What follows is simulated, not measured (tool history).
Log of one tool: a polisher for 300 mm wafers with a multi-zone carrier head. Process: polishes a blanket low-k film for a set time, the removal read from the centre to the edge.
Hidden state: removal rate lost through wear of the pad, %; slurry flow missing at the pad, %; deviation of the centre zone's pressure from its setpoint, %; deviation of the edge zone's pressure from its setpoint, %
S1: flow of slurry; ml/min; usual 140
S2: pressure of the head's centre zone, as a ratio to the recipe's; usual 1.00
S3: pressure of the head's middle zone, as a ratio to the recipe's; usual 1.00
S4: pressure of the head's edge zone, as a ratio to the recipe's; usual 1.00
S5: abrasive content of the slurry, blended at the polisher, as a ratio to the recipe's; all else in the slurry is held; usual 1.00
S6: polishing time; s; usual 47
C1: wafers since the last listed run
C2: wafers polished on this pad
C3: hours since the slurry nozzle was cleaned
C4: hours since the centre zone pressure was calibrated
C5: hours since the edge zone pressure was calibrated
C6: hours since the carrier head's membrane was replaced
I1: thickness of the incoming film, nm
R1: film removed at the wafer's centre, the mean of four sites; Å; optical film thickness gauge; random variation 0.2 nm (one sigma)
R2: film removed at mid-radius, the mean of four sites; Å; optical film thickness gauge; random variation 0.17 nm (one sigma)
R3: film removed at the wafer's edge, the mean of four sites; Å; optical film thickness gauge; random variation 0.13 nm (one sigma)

run	day	S1	S2	S3	S4	S5	S6	C1	C2	C3	C4	C5	C6	I1	R1	R2	R3
1	0.000	140	1.00	1.00	1.00	1.00	47	0	1821	382.8	601.6	628.5	1097.8	516.4	146	151	153
# day 0.733: worn pad replaced by a new one
2	2.888	140	1.00	1.00	1.00	1.00	47	750	594	452.1	670.9	697.8	1167.1	513.3	145	153	153
3	5.717	140	1.00	1.00	1.00	1.00	47	780	1374	520.0	738.8	765.7	1235.0	515.2	142	146	150
4	7.342	140	1.00	1.00	1.00	1.00	47	448	1822	559.0	777.8	804.7	1274.0	510.7	139	148	148
5	9.254	140	1.00	1.00	1.00	1.00	47	527	2350	604.9	823.7	850.6	1319.9	516.9	139	143	144
# day 9.579: worn pad replaced by a new one
6	10.912	140	1.00	1.00	1.00	1.00	47	411	367	644.7	863.5	890.4	1359.7	510.0	140	151	154
7	12.517	140	1.00	1.00	1.00	1.00	47	442	810	683.2	902.0	928.9	1398.2	513.7	138	146	146
# day 14.200: slurry nozzle cleaned
# day 14.446: carrier head's membrane replaced by a new one
8	14.946	140	1.00	1.00	1.00	1.00	47	601	1411	17.9	960.3	987.2	12.0	517.0	155	153	158
# day 18.775: worn pad replaced by a new one
9	20.692	140	1.00	1.00	1.00	1.00	47	1538	528	155.8	1098.2	1125.1	149.9	499.0	152	158	157
10	21.958	140	1.00	1.00	1.00	1.00	47	349	877	186.2	1128.6	1155.5	180.3	506.0	149	154	155
11	24.875	100	0.91	1.00	1.04	1.00	59	804	1682	256.2	1198.6	1225.5	250.3	511.1	141	166	179
# day 24.983: edge zone pressure recalibrated
12	26.242	140	1.00	0.94	1.00	0.70	47	353	2036	289.0	1231.4	30.2	283.1	509.7	116	115	122
# day 27.138: centre zone pressure recalibrated
# day 27.521: worn pad replaced by a new one
13	28.162	140	1.00	1.00	1.00	1.00	47	460	176	335.1	24.6	76.3	329.2	507.8	153	156	157
14	30.104	100	1.00	1.00	1.00	1.00	47	535	712	381.7	71.2	122.9	375.8	513.1	125	133	141
15	32.888	95	1.00	1.00	1.00	1.00	47	767	1479	448.5	138.0	189.7	442.6	506.5	117	126	136
16	34.075	140	1.00	1.00	1.00	1.00	47	327	1807	477.0	166.5	218.2	471.1	513.7	136	144	147
17	35.112	140	1.11	1.00	1.00	1.30	47	286	2093	501.9	191.4	243.1	496.0	511.4	171	162	165
# day 36.479: worn pad replaced by a new one
18	37.783	170	1.00	0.89	1.00	1.00	38	690	360	566.0	255.5	307.2	560.1	516.5	120	116	125
19	39.025	140	1.00	0.92	1.00	0.80	47	342	702	595.8	285.3	337.0	589.9	517.8	119	120	129
# day 39.375: slurry nozzle cleaned
20	40.242	140	0.89	1.00	0.96	1.10	57	324	1026	20.8	314.5	366.2	619.1	519.8	175	203	199

Forecast each of these 5 alternatives for the next run:
A	40.258	140	1.00	0.91	1.00	1.00	47	4	1031	21.2	314.9	366.6	619.5	512.4	?	?	?
B	40.258	120	1.00	1.00	1.00	1.00	61	4	1031	21.2	314.9	366.6	619.5	512.4	?	?	?
C	40.258	140	1.00	1.00	1.00	1.00	32	4	1031	21.2	314.9	366.6	619.5	512.4	?	?	?
D	40.258	140	1.00	1.04	1.04	1.00	52	4	1031	21.2	314.9	366.6	619.5	512.4	?	?	?
E	40.258	140	1.00	1.00	1.00	0.75	55	4	1031	21.2	314.9	366.6	619.5	512.4	?	?	?

run	R1	R2	R3
A	157	153	158
B	195	203	200
C	107	111	108
D	174	185	178
E	155	161	156
Without the tool's hidden state the same runs would have given:
run	R1	R2	R3
A	168	164	169
B	209	218	213
C	115	119	115
D	186	198	190
E	166	172	166
